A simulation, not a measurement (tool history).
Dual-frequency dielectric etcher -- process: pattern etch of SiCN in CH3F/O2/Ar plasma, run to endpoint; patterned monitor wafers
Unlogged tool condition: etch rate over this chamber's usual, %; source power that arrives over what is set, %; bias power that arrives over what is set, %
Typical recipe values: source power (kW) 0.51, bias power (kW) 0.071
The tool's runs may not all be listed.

run    hour  source power (kW)  bias power (kW)  wafers since the last listed run  hours since the last wet clean  hours since the last source power generator calibration  hours since the last bias power generator calibration  hours since the last upper electrode change  incoming incoming film thickness, nm  endpoint time (s)
  1       0               0.48             0.06                                 0                           144.6                                                   1637.3                                                 3086.4                                       3133.9                                 13.26               34.3
  2      44               0.48             0.06                               460                           188.6                                                   1681.3                                                 3130.4                                       3177.9                                 13.12               34.2
  3    94.4               0.48             0.06                               527                             239                                                   1731.7                                                 3180.8                                       3228.3                                 13.07               34.5
  4   134.6               0.42            0.071                               420                           279.2                                                   1771.9                                                   3221                                       3268.5                                 13.12               35.2
  5   158.9               0.42            0.071                               254                           303.5                                                   1796.2                                                 3245.3                                       3292.8                                 13.16               35.6
  6     194               0.54            0.071                               367                           338.6                                                   1831.3                                                 3280.4                                       3327.9                                  13.1               30.4
  7   247.1               0.54            0.071                               555                           391.7                                                   1884.4                                                 3333.5                                         3381                                 13.02               30.4
  8   283.6               0.51            0.071                               382                           428.2                                                   1920.9                                                   3370                                       3417.5                                  13.2               31.7
      320.3  -- wet clean of the chamber
  9   346.2               0.51            0.071                               403                            25.9                                                   1983.5                                                 3432.6                                       3480.1                                 13.16               31.1
 10     382               0.51             0.06                               374                            61.7                                                   2019.3                                                 3468.4                                       3515.9                                 13.06               32.2
 11     438               0.51            0.082                               586                           117.7                                                   2075.3                                                 3524.4                                       3571.9                                 13.03               29.2
 12   500.8               0.51            0.082                               657                           180.5                                                   2138.1                                                 3587.2                                       3634.7                                 13.16               29.3
 13   568.8               0.51            0.082                               711                           248.5                                                   2206.1                                                 3655.2                                       3702.7                                 13.03               29.2
 14   635.2               0.51            0.071                               694                           314.9                                                   2272.5                                                 3721.6                                       3769.1                                 13.02               31.1
      671.3  -- source power generator calibrated
      686.2  -- wet clean of the chamber
 15   689.5               0.51            0.071                               370                             3.3                                                     18.2                                                 3775.9                                       3823.4                                    13               30.1
 16   742.8               0.51            0.071                               557                            56.6                                                     71.5                                                 3829.2                                       3876.7                                 13.12               30.4
      804.8  -- bias power generator calibrated
 17   813.2               0.51            0.071                               694                             127                                                    141.9                                                    8.4                                       3947.1                                 13.16               30.8
 18   880.2               0.38            0.056                               701                             194                                                    208.9                                                   75.4                                       4014.1                                 13.21               41.5
 19   907.8               0.45            0.086                               288                           221.6                                                    236.5                                                    103                                       4041.7                                 13.15               31.4
      972.1  -- upper electrode replaced, of another model than before
 20   979.6               0.57             0.06                               500                           293.4                                                    308.3                                                  174.8                                          7.5                                 13.05               30.4
 21  1049.1               0.51            0.071                               727                           362.9                                                    377.8                                                  244.3                                           77                                 13.26               31.7
 22  1091.9               0.55            0.087                               447                           405.7                                                    420.6                                                  287.1                                        119.8                                 13.22               28.9
     1120.1  -- wet clean of the chamber
 23  1151.7                0.6            0.079                               374                            31.6                                                    480.4                                                  346.9                                        179.6                                 13.06               27.3
 24  1195.2               0.58            0.062                               455                            75.1                                                    523.9                                                  390.4                                        223.1                                 13.13               29.7
 25  1250.2               0.39            0.071                               575                           130.1                                                    578.9                                                  445.4                                        278.1                                 13.13                 35
 26  1316.6               0.51            0.071                               694                           196.5                                                    645.3                                                  511.8                                        344.5                                  13.2               31.2
 27  1373.4               0.38            0.063                               594                           253.3                                                    702.1                                                  568.6                                        401.3                                    13               36.6
 28  1432.1               0.51            0.071                               614                             312                                                    760.8                                                  627.3                                          460                                 13.03                 31
 29  1470.1               0.51            0.071                               397                             350                                                    798.8                                                  665.3                                          498                                 13.06               31.5
     1512.8  -- wet clean of the chamber
 30  1513.3                0.6            0.061                               200                             0.5                                                      842                                                  708.5                                        541.2                                 13.22               29.3
 31  1528.9               0.51            0.071                               163                            16.1                                                    857.6                                                  724.1                                        556.8                                 13.03               30.2
 32  1621.5               0.59            0.061                               969                           108.7                                                    950.2                                                  816.7                                        649.4                                 13.18               29.9
 33  1689.9               0.51            0.071                               715                           177.1                                                   1018.6                                                  885.1                                        717.8                                 13.03               30.7
 34  1740.1               0.55            0.089                               525                           227.3                                                   1068.8                                                  935.3                                          768                                    13               28.3

Results for each run, recomputed without the tool's hidden state and with each run's random variation untouched:
run  endpoint time (s)
  1               33.7
  2               33.5
  3               33.7
  4               34.2
  5               34.6
  6               29.4
  7               29.2
  8               30.4
  9               30.9
 10               31.9
 11               28.8
 12               28.7
 13               28.4
 14               30.1
 15               30.1
 16               30.2
 17               30.5
 18               40.9
 19               30.8
 20               29.6
 21               30.8
 22               27.9
 23               27.2
 24               29.5
 25               34.6
 26               30.6
 27               35.8
 28               30.1
 29               30.5
 30               29.2
 31               30.1
 32               29.6
 33               30.2
 34               27.7
